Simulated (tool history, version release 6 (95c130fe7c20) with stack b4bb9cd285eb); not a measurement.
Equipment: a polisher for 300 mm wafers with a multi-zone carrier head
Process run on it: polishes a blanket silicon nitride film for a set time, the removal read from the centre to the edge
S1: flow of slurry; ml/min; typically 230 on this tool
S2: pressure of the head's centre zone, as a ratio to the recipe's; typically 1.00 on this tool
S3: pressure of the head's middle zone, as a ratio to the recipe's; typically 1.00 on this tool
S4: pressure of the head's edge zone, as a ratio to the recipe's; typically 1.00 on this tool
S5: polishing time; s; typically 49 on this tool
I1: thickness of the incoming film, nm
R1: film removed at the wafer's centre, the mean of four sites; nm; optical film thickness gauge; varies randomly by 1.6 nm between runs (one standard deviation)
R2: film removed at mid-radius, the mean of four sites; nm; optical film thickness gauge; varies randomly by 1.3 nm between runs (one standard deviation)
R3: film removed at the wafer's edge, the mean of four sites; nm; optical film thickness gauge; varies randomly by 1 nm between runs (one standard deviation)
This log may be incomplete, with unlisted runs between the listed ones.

run,hour,S1,S2,S3,S4,S5,I1,R1,R2,R3
1,0.0,230,1.00,1.00,1.10,49,683.9,103.6,106.8,108.2
2,68.6,230,1.00,1.00,1.10,49,682.1,103.5,107.1,106.8
3,99.8,230,1.00,1.00,1.00,49,684.2,104.6,103.0,102.2
# hour 112.7: worn pad replaced by a new one
4,150.3,230,1.00,1.00,1.00,49,679.6,103.4,103.1,101.1
5,176.6,230,1.00,1.00,1.00,49,679.3,101.3,101.4,100.7
# hour 203.6: centre zone pressure recalibrated
6,209.2,275,1.00,1.00,1.00,49,680.6,104.9,103.4,103.3
# hour 216.4: worn pad replaced by a new one
7,252.9,275,1.00,1.00,1.00,49,673.5,101.1,103.5,102.0
# hour 270.5: carrier head's membrane replaced by a new one
# hour 282.2: slurry nozzle cleaned
8,311.5,230,1.00,1.11,0.95,65,689.4,141.4,154.8,139.7
# hour 348.1: edge zone pressure recalibrated
# hour 349.3: worn pad replaced by a new one
9,349.8,230,0.94,0.92,1.00,56,690.1,116.3,115.7,121.9
10,399.3,230,1.00,1.00,1.12,49,683.7,109.4,109.2,109.8
11,450.2,230,1.00,1.00,1.10,49,671.4,110.6,108.7,109.5
# hour 460.9: worn pad replaced by a new one
12,479.1,230,1.00,0.93,1.00,58,687.0,128.1,121.9,125.3
13,550.1,230,0.95,1.00,0.97,62,682.6,131.1,135.2,129.9
# hour 585.5: worn pad replaced by a new one
14,594.9,290,1.00,1.00,1.00,49,678.5,110.4,112.2,106.9

What if the next run were any one of these 5? Each begins from the tool's condition after run 14:
A,595.3,230,1.00,1.00,1.00,49,683.8,?,?,?
B,595.3,230,1.00,1.00,0.91,49,683.8,?,?,?
C,595.3,230,1.00,1.00,1.10,53,683.8,?,?,?
D,595.3,230,1.00,1.04,1.08,49,683.8,?,?,?
E,595.3,310,1.09,0.89,1.00,60,683.8,?,?,?

run,R1,R2,R3
A,107.6,107.9,106.3
B,107.6,107.9,102.6
C,116.3,116.7,119.3
D,107.6,111.2,109.5
E,148.3,125.9,134.3
Stripped of hidden state, with their random variation kept, the same runs would have yielded:
run,R1,R2,R3
A,110.0,110.1,107.9
B,110.0,110.1,104.2
C,119.0,119.1,121.1
D,110.0,113.5,111.1
E,150.8,127.7,135.8
